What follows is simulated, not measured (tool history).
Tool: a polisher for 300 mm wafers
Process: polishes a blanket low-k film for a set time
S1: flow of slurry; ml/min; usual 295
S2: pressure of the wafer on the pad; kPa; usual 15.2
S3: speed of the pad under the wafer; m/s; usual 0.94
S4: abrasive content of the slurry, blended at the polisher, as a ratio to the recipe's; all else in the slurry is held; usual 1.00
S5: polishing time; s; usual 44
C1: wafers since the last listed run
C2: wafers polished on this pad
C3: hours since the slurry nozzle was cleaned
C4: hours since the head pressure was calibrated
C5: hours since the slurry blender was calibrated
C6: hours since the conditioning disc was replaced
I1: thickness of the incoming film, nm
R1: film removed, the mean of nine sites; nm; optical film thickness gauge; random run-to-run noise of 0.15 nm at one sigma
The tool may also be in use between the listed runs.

{"run": 1, "hour": 0.0, "S1": 295, "S2": 15.2, "S3": 0.94, "S4": 1.0, "S5": 44, "C1": 0, "C2": 651, "C3": 713.5, "C4": 1262.7, "C5": 41.6, "C6": 318.0, "I1": 558.2, "R1": 15.6}
{"run": 2, "hour": 12.7, "S1": 295, "S2": 15.2, "S3": 0.94, "S4": 1.0, "S5": 44, "C1": 152, "C2": 803, "C3": 726.2, "C4": 1275.4, "C5": 54.3, "C6": 330.7, "I1": 561.0, "R1": 15.5}
{"run": 3, "hour": 28.6, "S1": 295, "S2": 15.2, "S3": 0.94, "S4": 1.0, "S5": 44, "C1": 191, "C2": 995, "C3": 742.1, "C4": 1291.3, "C5": 70.2, "C6": 346.6, "I1": 560.2, "R1": 15.7}
{"run": 4, "hour": 40.0, "S1": 295, "S2": 15.2, "S3": 0.94, "S4": 1.0, "S5": 44, "C1": 137, "C2": 1132, "C3": 753.5, "C4": 1302.7, "C5": 81.6, "C6": 358.0, "I1": 551.4, "R1": 15.6}
{"run": 5, "hour": 46.3, "S1": 295, "S2": 15.2, "S3": 0.94, "S4": 1.0, "S5": 44, "C1": 75, "C2": 1208, "C3": 759.8, "C4": 1309.0, "C5": 87.9, "C6": 364.3, "I1": 569.8, "R1": 15.7}
{"run": 6, "hour": 53.0, "S1": 295, "S2": 15.2, "S3": 0.94, "S4": 1.0, "S5": 44, "C1": 80, "C2": 1288, "C3": 766.5, "C4": 1315.7, "C5": 94.6, "C6": 371.0, "I1": 551.4, "R1": 15.9}
{"hour": 68.0, "done": "worn pad replaced by a new one"}
{"run": 7, "hour": 68.5, "S1": 295, "S2": 15.2, "S3": 0.94, "S4": 1.0, "S5": 44, "C1": 138, "C2": 5, "C3": 782.0, "C4": 1331.2, "C5": 110.1, "C6": 386.5, "I1": 559.6, "R1": 16.7}
{"run": 8, "hour": 72.2, "S1": 295, "S2": 15.2, "S3": 0.94, "S4": 1.0, "S5": 44, "C1": 44, "C2": 50, "C3": 785.7, "C4": 1334.9, "C5": 113.8, "C6": 390.2, "I1": 564.4, "R1": 16.7}
{"run": 9, "hour": 81.2, "S1": 295, "S2": 15.2, "S3": 0.94, "S4": 1.0, "S5": 44, "C1": 108, "C2": 158, "C3": 794.7, "C4": 1343.9, "C5": 122.8, "C6": 399.2, "I1": 562.5, "R1": 16.2}
{"hour": 88.3, "done": "conditioning disc replaced and pad reconditioned"}
{"run": 10, "hour": 99.0, "S1": 295, "S2": 15.2, "S3": 0.82, "S4": 1.0, "S5": 44, "C1": 190, "C2": 348, "C3": 812.5, "C4": 1361.7, "C5": 140.6, "C6": 10.7, "I1": 555.0, "R1": 15.1}
{"run": 11, "hour": 107.4, "S1": 265, "S2": 15.2, "S3": 0.68, "S4": 1.0, "S5": 44, "C1": 101, "C2": 449, "C3": 820.9, "C4": 1370.1, "C5": 149.0, "C6": 19.1, "I1": 567.8, "R1": 13.4}
{"hour": 113.8, "done": "slurry blender recalibrated"}
{"hour": 117.3, "done": "head pressure recalibrated"}
{"run": 12, "hour": 122.3, "S1": 295, "S2": 11.0, "S3": 0.94, "S4": 0.8, "S5": 54, "C1": 131, "C2": 580, "C3": 835.8, "C4": 5.0, "C5": 8.5, "C6": 34.0, "I1": 566.1, "R1": 12.1}
{"hour": 126.4, "done": "slurry nozzle cleaned"}
{"run": 13, "hour": 129.1, "S1": 295, "S2": 15.2, "S3": 0.94, "S4": 1.3, "S5": 44, "C1": 69, "C2": 650, "C3": 2.7, "C4": 11.8, "C5": 15.3, "C6": 40.8, "I1": 556.4, "R1": 18.2}
{"run": 14, "hour": 144.6, "S1": 295, "S2": 15.2, "S3": 0.94, "S4": 1.0, "S5": 44, "C1": 186, "C2": 837, "C3": 18.2, "C4": 27.3, "C5": 30.8, "C6": 56.3, "I1": 560.3, "R1": 15.6}
{"run": 15, "hour": 161.7, "S1": 295, "S2": 18.6, "S3": 1.1, "S4": 1.0, "S5": 49, "C1": 205, "C2": 1043, "C3": 35.3, "C4": 44.4, "C5": 47.9, "C6": 73.4, "I1": 559.9, "R1": 23.3}
{"hour": 171.1, "done": "worn pad replaced by a new one"}
{"run": 16, "hour": 179.5, "S1": 295, "S2": 15.2, "S3": 0.94, "S4": 1.0, "S5": 44, "C1": 166, "C2": 101, "C3": 53.1, "C4": 62.2, "C5": 65.7, "C6": 91.2, "I1": 563.7, "R1": 16.3}
{"run": 17, "hour": 193.0, "S1": 295, "S2": 15.2, "S3": 0.94, "S4": 0.9, "S5": 44, "C1": 162, "C2": 263, "C3": 66.6, "C4": 75.7, "C5": 79.2, "C6": 104.7, "I1": 551.3, "R1": 15.0}
{"run": 18, "hour": 199.3, "S1": 370, "S2": 19.3, "S3": 0.74, "S4": 1.0, "S5": 44, "C1": 75, "C2": 339, "C3": 72.9, "C4": 82.0, "C5": 85.5, "C6": 111.0, "I1": 565.6, "R1": 18.1}
{"run": 19, "hour": 215.2, "S1": 295, "S2": 15.2, "S3": 0.94, "S4": 1.0, "S5": 44, "C1": 191, "C2": 531, "C3": 88.8, "C4": 97.9, "C5": 101.4, "C6": 126.9, "I1": 553.7, "R1": 16.0}
{"run": 20, "hour": 225.3, "S1": 295, "S2": 15.2, "S3": 0.94, "S4": 1.0, "S5": 44, "C1": 121, "C2": 652, "C3": 98.9, "C4": 108.0, "C5": 111.5, "C6": 137.0, "I1": 554.9, "R1": 15.8}
{"run": 21, "hour": 233.4, "S1": 335, "S2": 15.2, "S3": 0.94, "S4": 1.0, "S5": 44, "C1": 97, "C2": 750, "C3": 107.0, "C4": 116.1, "C5": 119.6, "C6": 145.1, "I1": 551.3, "R1": 15.9}

Below are 4 alternative next runs, each starting from the tool's condition after run 21. Predict each:
{"run": "A", "hour": 233.8, "S1": 220, "S2": 15.2, "S3": 0.94, "S4": 1.0, "S5": 44, "C1": 4, "C2": 754, "C3": 107.4, "C4": 116.5, "C5": 120.0, "C6": 145.5, "I1": 552.3, "R1": "?"}
{"run": "B", "hour": 233.8, "S1": 325, "S2": 15.2, "S3": 0.8, "S4": 1.15, "S5": 44, "C1": 4, "C2": 754, "C3": 107.4, "C4": 116.5, "C5": 120.0, "C6": 145.5, "I1": 552.3, "R1": "?"}
{"run": "C", "hour": 233.8, "S1": 295, "S2": 15.2, "S3": 0.94, "S4": 0.75, "S5": 35, "C1": 4, "C2": 754, "C3": 107.4, "C4": 116.5, "C5": 120.0, "C6": 145.5, "I1": 552.3, "R1": "?"}
{"run": "D", "hour": 233.8, "S1": 295, "S2": 15.2, "S3": 1.2, "S4": 1.0, "S5": 44, "C1": 4, "C2": 754, "C3": 107.4, "C4": 116.5, "C5": 120.0, "C6": 145.5, "I1": 552.3, "R1": "?"}

run=A R1=15.4
run=B R1=15.7
run=C R1=10.2
run=D R1=18.2
Had the tool no hidden state, the same runs would have come out as:
run=A R1=16.4
run=B R1=16.8
run=C R1=11.0
run=D R1=19.5
